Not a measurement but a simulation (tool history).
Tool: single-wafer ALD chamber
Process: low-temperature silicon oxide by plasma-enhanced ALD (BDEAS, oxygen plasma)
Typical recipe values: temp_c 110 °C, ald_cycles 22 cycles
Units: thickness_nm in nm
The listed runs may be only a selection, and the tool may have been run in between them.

run,hour,temp_c,ald_cycles,wafers since the last listed run,hours since the last thermocouple change,hours since the gauge calibration,"read-back reference wafer on the same gauge, thickness_nm",thickness_nm
1,0,110,22,0,801.6,20.1,2.881,3.024
2,6.7,110,22,91,808.3,26.8,2.877,3.001
3,22.9,110,22,221,824.5,43,2.876,3.013
4,36.7,110,22,188,838.3,56.8,2.88,3.012
5,45.1,110,22,114,846.7,65.2,2.879,3.005
6,60.8,99,21,214,862.4,80.9,2.879,2.93
7,72.8,99,21,164,874.4,92.9,2.882,2.944
8,82.8,99,21,136,884.4,102.9,2.881,2.924
9,98.1,110,22,209,899.7,118.2,2.876,3.021
10,110.1,110,22,164,911.7,130.2,2.875,3.027
11,118.1,110,22,109,919.7,138.2,2.877,3.014
12,126,110,20,108,927.6,146.1,2.882,2.733
13,142.4,110,18,224,944,162.5,2.879,2.468
# hour 143.2: gauge calibrated
# hour 152.8: thermocouple changed; heater temperature recalibrated
14,155.5,110,22,69,2.7,12.3,2.878,3.026
15,170.9,115,26,210,18.1,27.7,2.88,3.548
16,181.2,103,19,140,28.4,38,2.884,2.641
17,195.7,110,22,198,42.9,52.5,2.877,3.006
18,211.4,110,22,214,58.6,68.2,2.878,3.018
19,226.4,118,25,205,73.6,83.2,2.88,3.38
20,238.3,100,22,162,85.5,95.1,2.88,3.061
21,247.1,104,26,120,94.3,103.9,2.883,3.586
22,254.7,99,21,103,101.9,111.5,2.878,2.942

Hidden state at the last listed run before each entry between runs and at the first one after, where it differs:
Between runs 13 and 14: gauge calibrated (hour 143.2); thermocouple changed; heater temperature recalibrated (hour 152.8)
  nothing in the hidden state changes from one run to the other
